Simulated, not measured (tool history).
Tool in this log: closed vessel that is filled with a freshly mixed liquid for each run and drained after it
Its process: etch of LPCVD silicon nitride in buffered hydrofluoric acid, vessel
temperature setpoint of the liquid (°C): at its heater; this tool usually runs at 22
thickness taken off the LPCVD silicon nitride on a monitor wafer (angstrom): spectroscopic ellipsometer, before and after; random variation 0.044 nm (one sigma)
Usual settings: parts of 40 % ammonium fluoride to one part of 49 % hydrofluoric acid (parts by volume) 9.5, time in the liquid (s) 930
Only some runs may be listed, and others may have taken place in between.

run	hour	temperature setpoint of the liquid (°C)	parts of 40 % ammonium fluoride to one part of 49 % hydrofluoric acid (parts by volume)	time in the liquid (s)	wafers since the last listed run	hours since the thermometer was replaced	hours since the hydrofluoric acid flow meter was replaced	hours since the gauge calibration	read-back film thickness of the LPCVD silicon nitride reference wafer, read on the same gauge (nm)	thickness taken off the LPCVD silicon nitride on a monitor wafer (angstrom)
1	0	22	9.5	930	0	462.1	495.8	1176.1	49.97	121.1
2	43.6	22	9.5	930	3195	505.7	539.4	1219.7	50.01	121.8
3	87.2	22	9.5	930	3195	549.3	583	1263.3	50.01	121
4	135.5	20	9.5	930	3540	597.6	631.3	1311.6	49.99	108
# hour 161.4: gauge calibrated
5	170.6	22	9.5	1125	2572	632.7	666.4	9.2	49.99	146.3
6	197.5	22	9.5	1125	1971	659.6	693.3	36.1	50	146.7
7	225.9	22	9.5	1125	2081	688	721.7	64.5	50.01	147.2
# hour 275.1: thermometer replaced
8	275.6	22	9.5	930	3569	0.5	771.4	114.2	50	121.9
9	307.9	22	9.5	930	2367	32.8	803.7	146.5	50.01	121
10	349.7	20	9.5	750	3063	74.6	845.5	188.3	50.01	88.1
11	413	22	10.5	930	4639	137.9	908.8	251.6	49.99	114.1
12	475.3	18	5.5	515	4566	200.2	971.1	313.9	50	91.6
13	516.4	20	11	575	3012	241.3	1012.2	355	50	60.1
14	579.3	22	11	930	4610	304.2	1075.1	417.9	49.99	110.3
15	642.4	22	9.5	930	4625	367.3	1138.2	481	50	122.6
16	679.8	22	9.5	930	2741	404.7	1175.6	518.4	50	123.1
17	725.1	23.5	13	930	3320	450	1220.9	563.7	50	101.9
18	782.5	22	9.5	930	4207	507.4	1278.3	621.1	50	122.3
19	808.9	22	8.5	435	1935	533.8	1304.7	647.5	50	65.3
20	862.3	18.5	12.5	1175	3914	587.2	1358.1	700.9	50.02	101.8
# hour 972.6: hydrofluoric acid flow meter replaced
21	1029.3	22	9.5	410	12167	754.2	56.7	867.9	49.99	52.9
# hour 1038.2: thermometer replaced
22	1099.3	19	12.5	1410	5057	61.1	126.7	937.9	50	120.5
23	1129	22	9.5	930	2176	90.8	156.4	967.6	49.98	119.2
24	1181.2	23.5	9.5	705	3826	143	208.6	1019.8	50	98.5
25	1218.6	22	9.5	930	2741	180.4	246	1057.2	49.99	120.8
26	1303.1	18	12	1260	6193	264.9	330.5	1141.7	49.99	105.9
27	1369.2	22	9.5	930	4845	331	396.6	1207.8	50.02	121.2
# hour 1430: gauge calibrated
28	1441.7	20	11.5	660	5314	403.5	469.1	11.7	50.02	65.2
29	1499.3	22	9.5	930	4222	461.1	526.7	69.3	50	120.3
30	1525.1	22	9.5	930	1891	486.9	552.5	95.1	49.99	121.4
31	1553.4	22	9.5	930	2074	515.2	580.8	123.4	49.99	121.3

For each entry between runs, how does the tool's hidden state at the last listed run before it compare with that at the first listed run after it?
Between runs 4 and 5: gauge calibrated (hour 161.4)
  hydrofluoric acid flow above the setpoint (%): 2.58 -> 2.72
  measured result minus the result with no hidden state, thickness taken off the LPCVD silicon nitride on a monitor wafer (angstrom): +1.7 -> +2.4
Between runs 7 and 8: thermometer replaced (hour 275.1)
  hydrofluoric acid flow above the setpoint (%): 2.95 -> 3.15
  measured result minus the result with no hidden state, thickness taken off the LPCVD silicon nitride on a monitor wafer (angstrom): +2.6 -> +2.4
Between runs 20 and 21: hydrofluoric acid flow meter replaced (hour 972.6)
  hydrofluoric acid flow above the setpoint (%): 5.54 -> 0.316
  measured result minus the result with no hidden state, thickness taken off the LPCVD silicon nitride on a monitor wafer (angstrom): +5.2 -> +0.1
Between runs 21 and 22: thermometer replaced (hour 1038.2)
  hydrofluoric acid flow above the setpoint (%): 0.316 -> 0.601
  measured result minus the result with no hidden state, thickness taken off the LPCVD silicon nitride on a monitor wafer (angstrom): +0.1 -> +0.7
Between runs 27 and 28: gauge calibrated (hour 1430)
  hydrofluoric acid flow above the setpoint (%): 1.7 -> 2
  measured result minus the result with no hidden state, thickness taken off the LPCVD silicon nitride on a monitor wafer (angstrom): +1.3 -> +1.3
